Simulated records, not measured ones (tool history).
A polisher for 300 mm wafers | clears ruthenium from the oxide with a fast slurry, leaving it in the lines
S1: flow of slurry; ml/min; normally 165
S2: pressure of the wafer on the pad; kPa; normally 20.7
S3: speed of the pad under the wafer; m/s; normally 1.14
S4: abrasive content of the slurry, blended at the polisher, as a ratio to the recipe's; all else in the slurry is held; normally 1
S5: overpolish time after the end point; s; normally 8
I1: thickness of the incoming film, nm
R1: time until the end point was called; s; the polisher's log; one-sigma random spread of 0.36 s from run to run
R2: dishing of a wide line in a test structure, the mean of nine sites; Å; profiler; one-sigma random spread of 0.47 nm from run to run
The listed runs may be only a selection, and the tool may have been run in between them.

run    hour   S1    S2    S3    S4  S5     I1    R1   R2
  1       0  165  20.7  1.14     1   8  150.8  31.5  189
       39.7  -- slurry blender recalibrated
         41  -- worn pad replaced by a new one
  2    73.8  165  20.7  1.14     1   8  148.4  30.2  193
  3   130.5  165  20.7  1.14     1   8  149.5  30.7  195
  4     177  165  20.7  1.14     1   8  148.3  30.5  196
  5   235.8  165  26.2  1.14  0.75  10  150.1  29.5  222
  6   419.4  165  20.7   0.9     1   8  149.7  42.2  169
  7   464.1  165  26.2  1.14     1   8    150  26.9  200
      472.4  -- slurry nozzle cleaned
  8   531.1  165  13.8  1.36     1   8  151.9  38.5  170
  9     591  165  20.7  1.14     1   8  151.7  32.4  197
        648  -- worn pad replaced by a new one
 10   650.1  165  20.7  1.14     1   8    150  31.4  196
      752.3  -- slurry blender recalibrated
 11   805.4  165  24.1  1.14     1   8  149.3  26.3  209
 12   866.4  165  20.7  1.44  1.25  12  150.3  22.9  240
 13   911.5  165  20.7  1.14     1   8  147.7  30.5  193
 14   963.8  165  20.7  1.14     1   6  153.3  33.3  168
     1012.2  -- head pressure recalibrated
 15  1069.5  215  20.7  0.98     1   4  150.7  36.2  121
     1111.1  -- slurry nozzle cleaned
 16  1119.9  165  14.5  1.14     1  11  149.1  41.5  201
 17  1169.6  125  20.7  0.78   0.7   5  149.1  56.8  101
 18  1227.7  185  20.7  1.14     1   8  149.6  30.4  198
     1240.4  -- worn pad replaced by a new one
 19  1305.8  165  20.7  1.14     1   8  148.7  31.7  195
 20  1356.7  190  20.7  1.32     1   8  150.6  27.9  203

The next listed run, before its measurement:
     1380.4  -- slurry blender recalibrated
 21  1397.2  165  25.5  0.88   1   8  149.1   ?   ?

R1: 32.3 s
R2: 188 Å
Were there no unlogged condition in the tool, this run, its random variation unchanged, would have produced R1 31 s, R2 192 Å.

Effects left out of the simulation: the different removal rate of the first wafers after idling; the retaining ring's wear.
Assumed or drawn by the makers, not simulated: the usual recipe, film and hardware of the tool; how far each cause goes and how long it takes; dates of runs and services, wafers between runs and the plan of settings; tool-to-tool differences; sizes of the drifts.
